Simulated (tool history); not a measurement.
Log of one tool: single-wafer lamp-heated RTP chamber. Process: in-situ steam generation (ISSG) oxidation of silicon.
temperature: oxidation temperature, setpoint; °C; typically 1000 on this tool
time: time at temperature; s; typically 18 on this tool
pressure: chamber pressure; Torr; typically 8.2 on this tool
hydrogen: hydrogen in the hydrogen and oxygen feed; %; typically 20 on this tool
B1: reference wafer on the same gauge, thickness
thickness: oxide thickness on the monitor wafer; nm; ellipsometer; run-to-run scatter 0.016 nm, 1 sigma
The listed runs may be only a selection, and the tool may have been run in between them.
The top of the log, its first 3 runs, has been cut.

run 4 hour=99.2 | temperature=1000 time=18 pressure=8.2 hydrogen=20 | B1=5.381 | thickness=5.257
run 5 hour=138.2 | temperature=1000 time=18 pressure=7.2 hydrogen=20 | B1=5.38 | thickness=5.227
-- hour=159.3 pyrometer window cleaned and pyrometer calibrated
run 6 hour=207.1 | temperature=1000 time=18 pressure=7.2 hydrogen=20 | B1=5.38 | thickness=5.118
run 7 hour=268.4 | temperature=1000 time=18 pressure=7.2 hydrogen=20 | B1=5.378 | thickness=5.187
run 8 hour=298.2 | temperature=1000 time=18 pressure=7.6 hydrogen=20 | B1=5.379 | thickness=5.172
run 9 hour=340.4 | temperature=1000 time=18 pressure=7.6 hydrogen=20 | B1=5.382 | thickness=5.223
run 10 hour=393.4 | temperature=1000 time=18 pressure=8.2 hydrogen=20 | B1=5.383 | thickness=5.215
run 11 hour=428.7 | temperature=1000 time=18 pressure=8.2 hydrogen=20 | B1=5.379 | thickness=5.239
-- hour=461.8 pyrometer window cleaned and pyrometer calibrated
run 12 hour=507.2 | temperature=1000 time=22 pressure=8.2 hydrogen=20 | B1=5.38 | thickness=5.65
run 13 hour=562 | temperature=1000 time=22 pressure=8.2 hydrogen=20 | B1=5.38 | thickness=5.692
-- hour=619.9 hydrogen flow controller replaced
run 14 hour=633.5 | temperature=1000 time=22 pressure=8.2 hydrogen=20 | B1=5.382 | thickness=5.762
-- hour=640.5 gauge calibrated
run 15 hour=692.9 | temperature=987 time=18 pressure=8.2 hydrogen=20 | B1=5.379 | thickness=5.017
-- hour=724.6 pyrometer window cleaned and pyrometer calibrated
run 16 hour=725.1 | temperature=1000 time=18 pressure=8.2 hydrogen=20 | B1=5.383 | thickness=5.101
-- hour=735.4 pressure gauge zeroed
run 17 hour=758.4 | temperature=1012 time=18 pressure=9.7 hydrogen=27 | B1=5.384 | thickness=5.679
run 18 hour=810.9 | temperature=1000 time=18 pressure=8.2 hydrogen=20 | B1=5.379 | thickness=5.159
run 19 hour=847.7 | temperature=990 time=18 pressure=8.2 hydrogen=20 | B1=5.379 | thickness=4.975
run 20 hour=875.9 | temperature=1000 time=18 pressure=8.2 hydrogen=20 | B1=5.382 | thickness=5.207
run 21 hour=925.9 | temperature=1015 time=18 pressure=7.6 hydrogen=15 | B1=5.379 | thickness=5.201
run 22 hour=969.1 | temperature=1009 time=13 pressure=7.7 hydrogen=16 | B1=5.378 | thickness=4.457

Run 23 is up next; what results do you expect?
-- hour=1017.9 pyrometer window cleaned and pyrometer calibrated
run 23 hour=1034.9 | temperature=1000 time=15 pressure=8.2 hydrogen=23 | B1=? | thickness=?

Run 23 produced B1 5.38, thickness 4.936 nm.
If the tool had no hidden condition, the same run with the same run-to-run variation would have returned thickness 4.898 nm.
